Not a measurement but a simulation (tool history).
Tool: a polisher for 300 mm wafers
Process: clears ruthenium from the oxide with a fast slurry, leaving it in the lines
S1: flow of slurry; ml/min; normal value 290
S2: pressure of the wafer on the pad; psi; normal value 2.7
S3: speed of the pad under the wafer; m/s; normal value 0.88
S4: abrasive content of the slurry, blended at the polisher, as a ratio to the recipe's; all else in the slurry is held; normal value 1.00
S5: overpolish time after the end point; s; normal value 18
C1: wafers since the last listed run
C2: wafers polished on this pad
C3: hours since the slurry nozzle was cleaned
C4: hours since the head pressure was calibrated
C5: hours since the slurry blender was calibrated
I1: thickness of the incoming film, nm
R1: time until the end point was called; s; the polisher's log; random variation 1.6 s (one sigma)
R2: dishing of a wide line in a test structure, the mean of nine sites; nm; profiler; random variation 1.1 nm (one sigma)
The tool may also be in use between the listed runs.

run	day	S1	S2	S3	S4	S5	C1	C2	C3	C4	C5	I1	R1	R2
1	0.000	290	2.7	0.88	1.00	18	0	1831	462.3	110.5	141.2	296.2	83.8	52.9
# day 1.746: slurry nozzle cleaned
2	8.262	290	2.7	0.88	1.00	18	2032	3864	156.4	308.8	339.5	301.7	80.2	56.3
# day 10.146: worn pad replaced by a new one
# day 11.538: slurry blender recalibrated
3	13.442	265	2.7	0.88	1.00	24	1218	794	280.7	433.1	45.7	299.9	77.7	70.2
# day 14.867: head pressure recalibrated
4	14.962	290	2.7	0.88	1.00	18	355	1149	317.2	2.3	82.2	293.4	86.7	50.5
5	17.538	290	2.7	0.88	1.00	18	636	1786	379.0	64.1	144.0	302.1	88.3	52.6
6	19.321	290	2.7	0.88	1.00	18	440	2227	421.8	106.9	186.8	299.7	87.2	51.1
# day 19.742: slurry nozzle cleaned
7	21.121	290	2.7	0.88	1.00	18	434	2661	33.1	150.1	230.0	301.5	79.6	54.2
8	23.217	290	2.2	0.88	1.00	12	518	3180	83.4	200.4	280.3	300.6	99.0	32.2
9	24.221	290	2.2	0.88	1.00	12	248	3428	107.5	224.5	304.4	301.3	97.8	32.1
10	27.138	195	2.4	0.88	0.90	18	721	4149	177.5	294.5	374.4	300.0	99.9	45.2
# day 27.338: slurry blender recalibrated
11	29.029	290	2.7	1.16	1.00	18	447	4596	222.9	339.9	40.6	294.1	59.1	69.3
# day 31.117: worn pad replaced by a new one
12	31.850	290	3.6	0.88	0.90	18	656	180	290.6	407.6	108.3	298.7	63.3	69.2
# day 33.012: head pressure recalibrated
13	33.033	290	3.0	1.00	1.00	18	271	452	319.0	0.5	136.7	296.3	70.9	63.0
14	34.442	290	3.0	0.98	1.00	18	348	801	352.8	34.3	170.5	296.9	71.5	61.1
# day 36.467: slurry nozzle cleaned
15	36.604	290	2.7	0.88	1.00	18	524	1325	3.3	86.2	222.4	299.0	81.8	54.5
16	38.746	315	2.7	0.88	1.00	18	529	1855	54.7	137.6	273.8	299.2	82.3	55.5
17	41.221	370	2.7	0.88	0.75	13	611	2466	114.1	197.0	333.2	297.9	92.8	37.1
# day 43.458: slurry blender recalibrated
18	43.504	290	2.7	0.88	1.00	18	543	3010	168.9	251.8	1.1	294.3	79.1	55.7
19	44.950	290	2.7	0.64	1.00	18	357	3368	203.6	286.5	35.8	296.9	105.9	40.8
20	47.583	340	2.7	0.88	1.00	18	651	4019	266.8	349.7	99.0	296.1	73.8	55.2
21	49.083	290	2.7	0.88	1.00	18	370	4390	302.8	385.7	135.0	298.7	82.8	52.8
# day 49.358: worn pad replaced by a new one
22	51.325	290	2.7	0.88	1.00	18	513	486	356.6	439.5	188.8	304.7	80.1	56.7
23	53.046	330	2.7	0.88	1.00	18	425	911	397.9	480.8	230.1	301.5	79.8	55.0
# day 53.483: head pressure recalibrated
24	55.371	290	2.7	0.88	1.00	18	554	1466	453.7	45.3	285.9	306.3	89.4	51.5
# day 55.846: slurry nozzle cleaned
25	57.246	380	2.7	0.88	1.00	8	453	1919	33.6	90.3	330.9	295.6	76.4	27.8
26	58.862	290	3.5	0.88	0.90	18	399	2319	72.4	129.1	369.7	296.4	64.0	66.5
# day 60.938: slurry blender recalibrated
27	61.217	290	1.8	0.88	1.00	18	561	2880	128.9	185.6	6.7	297.9	120.9	39.5
28	63.442	360	3.2	0.88	1.00	8	550	3430	182.3	239.0	60.1	295.9	65.8	32.6
29	64.771	290	2.2	0.88	1.00	12	328	3759	214.2	270.9	92.0	304.7	101.7	33.6

A few steps of R1 between consecutive runs. Split each: what settings, incoming material and random variation would produce without the hidden state, and what is left over for the hidden state, along with gauge scatter present in only one of the two compared results (measured, and without hidden state):
Hidden state present: removal rate lost through wear of the pad, %; slurry flow missing at the pad, %; deviation of the head's pressure from its setpoint, %; abrasive missing from the slurry, %.
Run 1 -> 2: slurry nozzle cleaned. R1 -3.6 s: hidden state -9.4, all else +5.8.
Run 3 -> 4: S1 265 -> 290, S5 24 -> 18, head pressure recalibrated. R1 +9.0 s: hidden state +10.8, all else -1.8.
Run 26 -> 27: S2 3.5 -> 1.8, S4 0.90 -> 1.00, slurry blender recalibrated. R1 +56.9 s: hidden state -2.1, all else +59.0.
Run 27 -> 28: S1 290 -> 360, S2 1.8 -> 3.2, S5 18 -> 8. R1 -55.1 s: hidden state +1.0, all else -56.1.
